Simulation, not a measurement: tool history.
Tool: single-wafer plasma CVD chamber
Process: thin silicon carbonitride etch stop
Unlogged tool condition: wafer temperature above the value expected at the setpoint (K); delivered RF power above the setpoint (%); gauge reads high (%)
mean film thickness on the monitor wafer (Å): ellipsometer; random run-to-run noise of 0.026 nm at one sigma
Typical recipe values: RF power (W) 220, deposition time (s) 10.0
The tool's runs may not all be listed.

run     day  RF power (W)  deposition time (s)  wafers since the last listed run  hours since the last thermocouple change  hours since the last RF generator calibration  hours since the showerhead was replaced  hours since the gauge calibration  read-back reference wafer on the same gauge, thickness_nm  mean film thickness on the monitor wafer (Å)
  1   0.000           245                 10.0                                 0                                     162.1                                         1354.5                                   3840.1                             1378.1                                                      5.882                                         51.99
  2   1.242           245                 10.0                               961                                     191.9                                         1384.3                                   3869.9                             1407.9                                                      5.891                                         52.14
  3   4.167           250                 11.3                              2266                                     262.1                                         1454.5                                   3940.1                             1478.1                                                      5.893                                         59.54
  4   6.975           250                 11.3                              2175                                     329.5                                         1521.9                                   4007.5                             1545.5                                                      5.885                                         59.23
  5   8.562           250                 11.3                              1229                                     367.6                                         1560.0                                   4045.6                             1583.6                                                      5.892                                         58.91
  6   9.571           205                 10.0                               781                                     391.8                                         1584.2                                   4069.8                             1607.8                                                      5.891                                         49.19
  7  10.858           205                 10.0                               997                                     422.7                                         1615.1                                   4100.7                             1638.7                                                      5.882                                         48.83
  8  13.846           220                 10.0                              2314                                     494.4                                         1686.8                                   4172.4                             1710.4                                                      5.886                                         50.30
  9  16.579           220                 10.0                              2117                                     560.0                                         1752.4                                   4238.0                             1776.0                                                      5.887                                         49.68
 10  19.358           220                 10.0                              2153                                     626.7                                         1819.1                                   4304.7                             1842.7                                                      5.893                                         50.10
     21.388  -- showerhead replaced, of another model than before
 11  21.988           220                  9.2                              1778                                     689.8                                         1882.2                                     14.4                             1905.8                                                      5.888                                         44.87
 12  23.733           220                  9.2                              1352                                     731.7                                         1924.1                                     56.3                             1947.7                                                      5.893                                         44.83
 13  26.529           220                 10.0                              2166                                     798.8                                         1991.2                                    123.4                             2014.8                                                      5.891                                         48.35
 14  28.750           220                 10.0                              1720                                     852.1                                         2044.5                                    176.7                             2068.1                                                      5.877                                         49.13
     34.921  -- thermocouple changed; heater temperature recalibrated
     35.192  -- gauge calibrated
 15  36.008           220                 10.7                              5365                                      26.1                                         2218.7                                    350.9                               19.6                                                      5.886                                         52.15
 16  37.362           235                 10.5                              1049                                      58.6                                         2251.2                                    383.4                               52.1                                                      5.892                                         53.03
 17  40.158           195                 10.9                              2166                                     125.7                                         2318.3                                    450.5                              119.2                                                      5.897                                         49.46
 18  41.388           210                 11.6                               952                                     155.2                                         2347.8                                    480.0                              148.7                                                      5.890                                         54.86
 19  43.017           220                 10.0                              1262                                     194.3                                         2386.9                                    519.1                              187.8                                                      5.890                                         48.82
 20  45.975           180                  9.1                              2291                                     265.3                                         2457.9                                    590.1                              258.8                                                      5.885                                         39.43
 21  47.271           190                 11.4                              1003                                     296.4                                         2489.0                                    621.2                              289.9                                                      5.891                                         51.35
 22  48.929           220                 10.0                              1284                                     336.2                                         2528.8                                    661.0                              329.7                                                      5.887                                         48.47
     50.542  -- RF generator calibrated
 23  50.925           250                 11.7                              1288                                     384.1                                            9.2                                    708.9                              377.6                                                      5.892                                         64.35
 24  52.008           220                 10.0                               839                                     410.1                                           35.2                                    734.9                              403.6                                                      5.891                                         51.52
 25  54.833           200                 11.3                              2188                                     477.9                                          103.0                                    802.7                              471.4                                                      5.890                                         54.94
 26  57.179           250                 11.8                              1817                                     534.2                                          159.3                                    859.0                              527.7                                                      5.880                                         64.40
 27  58.975           220                 10.0                              1391                                     577.3                                          202.4                                    902.1                              570.8                                                      5.897                                         50.76
 28  60.171           250                 11.9                               926                                     606.0                                          231.1                                    930.8                              599.5                                                      5.889                                         65.20
 29  62.004           240                 11.4                              1420                                     650.0                                          275.1                                    974.8                              643.5                                                      5.882                                         61.23
 30  63.079           220                 10.6                               832                                     675.8                                          300.9                                   1000.6                              669.3                                                      5.890                                         53.44
 31  66.042           220                 10.0                              2295                                     746.9                                          372.0                                   1071.7                              740.4                                                      5.890                                         50.33
 32  67.362           190                 10.8                              1023                                     778.6                                          403.7                                   1103.4                              772.1                                                      5.889                                         50.37
 33  69.521           220                 10.0                              1672                                     830.4                                          455.5                                   1155.2                              823.9                                                      5.898                                         50.39
 34  70.638           200                 11.5                               865                                     857.2                                          482.3                                   1182.0                              850.7                                                      5.901                                         54.82

Hidden state or all else? Some run-to-run changes of mean film thickness on the monitor wafer (Å), split into what the settings, what came in and random variation would give without the hidden state, and what is left for the hidden state (with any gauge scatter that isn't in both results):
Run 10 -> 11: deposition time (s) 10.0 -> 9.2, showerhead replaced, of another model than before. mean film thickness on the monitor wafer (Å) -5.23: hidden state -0.90, all else -4.33.
Run 20 -> 21: RF power (W) 180 -> 190, deposition time (s) 9.1 -> 11.4. mean film thickness on the monitor wafer (Å) +11.92: hidden state -0.68, all else +12.60.
Run 22 -> 23: RF power (W) 220 -> 250, deposition time (s) 10.0 -> 11.7, RF generator calibrated. mean film thickness on the monitor wafer (Å) +15.88: hidden state +2.71, all else +13.17.
Run 26 -> 27: RF power (W) 250 -> 220, deposition time (s) 11.8 -> 10.0. mean film thickness on the monitor wafer (Å) -13.64: hidden state +0.02, all else -13.66.
Run 27 -> 28: RF power (W) 220 -> 250, deposition time (s) 10.0 -> 11.9. mean film thickness on the monitor wafer (Å) +14.44: hidden state -0.26, all else +14.70.

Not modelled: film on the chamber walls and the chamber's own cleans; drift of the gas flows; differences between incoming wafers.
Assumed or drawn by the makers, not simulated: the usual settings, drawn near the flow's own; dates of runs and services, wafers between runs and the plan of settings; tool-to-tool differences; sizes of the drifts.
